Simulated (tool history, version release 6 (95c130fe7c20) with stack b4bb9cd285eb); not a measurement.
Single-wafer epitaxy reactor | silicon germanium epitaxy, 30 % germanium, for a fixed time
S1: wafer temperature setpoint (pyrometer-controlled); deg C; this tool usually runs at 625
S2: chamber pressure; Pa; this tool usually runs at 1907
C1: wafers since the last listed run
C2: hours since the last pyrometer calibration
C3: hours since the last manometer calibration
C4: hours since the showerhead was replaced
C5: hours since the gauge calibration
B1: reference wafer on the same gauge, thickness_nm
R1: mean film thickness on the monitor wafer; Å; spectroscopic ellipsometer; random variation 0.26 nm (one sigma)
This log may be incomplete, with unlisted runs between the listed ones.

Run 1, hour 0: usual settings; C1 0; C2 1771.7; C3 803.6; C4 3164.6; C5 266.8; B1 99.243. Result: R1 843.52 Å.
Run 2, hour 30.4: usual settings; C1 814; C2 1802.1; C3 834; C4 3195; C5 297.2; B1 99.224. Result: R1 844.4 Å.
Run 3, hour 49.3: usual settings; C1 506; C2 1821; C3 852.9; C4 3213.9; C5 316.1; B1 99.3. Result: R1 848.61 Å.
Run 4, hour 69.7: usual settings; C1 546; C2 1841.4; C3 873.3; C4 3234.3; C5 336.5; B1 99.217. Result: R1 848.64 Å.
Run 5, hour 98.7: usual settings; C1 777; C2 1870.4; C3 902.3; C4 3263.3; C5 365.5; B1 99.244. Result: R1 842.99 Å.
Run 6, hour 127.2: usual settings but S1 620 deg C, S2 2200 Pa; C1 763; C2 1898.9; C3 930.8; C4 3291.8; C5 394; B1 99.229. Result: R1 818.77 Å.
Run 7, hour 156.2: usual settings but S1 621 deg C, S2 2226 Pa; C1 777; C2 1927.9; C3 959.8; C4 3320.8; C5 423; B1 99.244. Result: R1 830.57 Å.
Run 8, hour 183.8: usual settings but S1 621 deg C, S2 2226 Pa; C1 739; C2 1955.5; C3 987.4; C4 3348.4; C5 450.6; B1 99.275. Result: R1 842.33 Å.
Run 9, hour 198: usual settings; C1 380; C2 1969.7; C3 1001.6; C4 3362.6; C5 464.8; B1 99.224. Result: R1 847.94 Å.
Run 10, hour 218.9: usual settings; C1 560; C2 1990.6; C3 1022.5; C4 3383.5; C5 485.7; B1 99.247. Result: R1 851.32 Å.
Run 11, hour 244.8: usual settings; C1 694; C2 2016.5; C3 1048.4; C4 3409.4; C5 511.6; B1 99.167. Result: R1 852.95 Å.
At hour 244.9: gauge calibrated.
At hour 256.4: pyrometer calibrated.
Run 12, hour 267.1: usual settings but S1 636 deg C; C1 383; C2 10.7; C3 1070.7; C4 3431.7; C5 22.2; B1 99.163. Result: R1 1042.04 Å.
Run 13, hour 300.4: usual settings but S1 636 deg C; C1 892; C2 44; C3 1104; C4 3465; C5 55.5; B1 99.251. Result: R1 1051.62 Å.
Run 14, hour 328.5: usual settings but S1 613 deg C; C1 753; C2 72.1; C3 1132.1; C4 3493.1; C5 83.6; B1 99.167. Result: R1 674.88 Å.
Run 15, hour 353: usual settings but S2 1480 Pa; C1 656; C2 96.6; C3 1156.6; C4 3517.6; C5 108.1; B1 99.251. Result: R1 774.74 Å.
Run 16, hour 383.7: usual settings; C1 822; C2 127.3; C3 1187.3; C4 3548.3; C5 138.8; B1 99.186. Result: R1 853.26 Å.
Run 17, hour 396.9: usual settings but S1 637 deg C, S2 1680 Pa; C1 353; C2 140.5; C3 1200.5; C4 3561.5; C5 152; B1 99.155. Result: R1 1013.74 Å.
At hour 477.5: capacitance manometer re-zeroed and calibrated.
Run 18, hour 478: usual settings but S1 620 deg C, S2 1547 Pa; C1 1959; C2 221.6; C3 0.5; C4 3642.6; C5 233.1; B1 99.231. Result: R1 700.66 Å.
Run 19, hour 488: usual settings but S1 639 deg C, S2 2213 Pa; C1 268; C2 231.6; C3 10.5; C4 3652.6; C5 243.1; B1 99.157. Result: R1 1161.51 Å.
At hour 508.8: showerhead replaced.
Run 20, hour 512.2: usual settings; C1 434; C2 255.8; C3 34.7; C4 3.4; C5 267.3; B1 99.209. Result: R1 837.64 Å.
Run 21, hour 533.9: usual settings; C1 581; C2 277.5; C3 56.4; C4 25.1; C5 289; B1 99.293. Result: R1 843.35 Å.
Run 22, hour 547.5: usual settings but S1 614 deg C; C1 364; C2 291.1; C3 70; C4 38.7; C5 302.6; B1 99.215. Result: R1 678.7 Å.
Run 23, hour 583.4: usual settings; C1 962; C2 327; C3 105.9; C4 74.6; C5 338.5; B1 99.125. Result: R1 841.84 Å.
Run 24, hour 611: usual settings but S1 614 deg C, S2 1640 Pa; C1 739; C2 354.6; C3 133.5; C4 102.2; C5 366.1; B1 99.191. Result: R1 638.62 Å.
Run 25, hour 644.1: usual settings but S1 620 deg C, S2 2200 Pa; C1 887; C2 387.7; C3 166.6; C4 135.3; C5 399.2; B1 99.257. Result: R1 807.32 Å.
At hour 667: gauge calibrated.
Run 26, hour 673.1: usual settings but S1 637 deg C, S2 1440 Pa; C1 777; C2 416.7; C3 195.6; C4 164.3; C5 6.1; B1 99.207. Result: R1 939.11 Å.
Run 27, hour 697.8: usual settings; C1 662; C2 441.4; C3 220.3; C4 189; C5 30.8; B1 99.249. Result: R1 844.01 Å.

Predict each of these 3 candidate next runs independently; none follows another, all start after run 27:
Run A, hour 698.2: usual settings; C1 10; C2 441.8; C3 220.7; C4 189.4; C5 31.2; B1 ?. Result: R1 ?.
Run B, hour 698.2: usual settings but S1 619 deg C, S2 1467 Pa; C1 10; C2 441.8; C3 220.7; C4 189.4; C5 31.2; B1 ?. Result: R1 ?.
Run C, hour 698.2: usual settings but S1 621 deg C; C1 10; C2 441.8; C3 220.7; C4 189.4; C5 31.2; B1 ?. Result: R1 ?.

run      B1      R1
  A  99.165  841.68
  B  99.165  676.04
  C  99.165  779.62
With the hidden condition removed and each run's random variation left untouched, the same runs would have given:
run      R1
  A   838.4
  B  673.41
  C  776.58

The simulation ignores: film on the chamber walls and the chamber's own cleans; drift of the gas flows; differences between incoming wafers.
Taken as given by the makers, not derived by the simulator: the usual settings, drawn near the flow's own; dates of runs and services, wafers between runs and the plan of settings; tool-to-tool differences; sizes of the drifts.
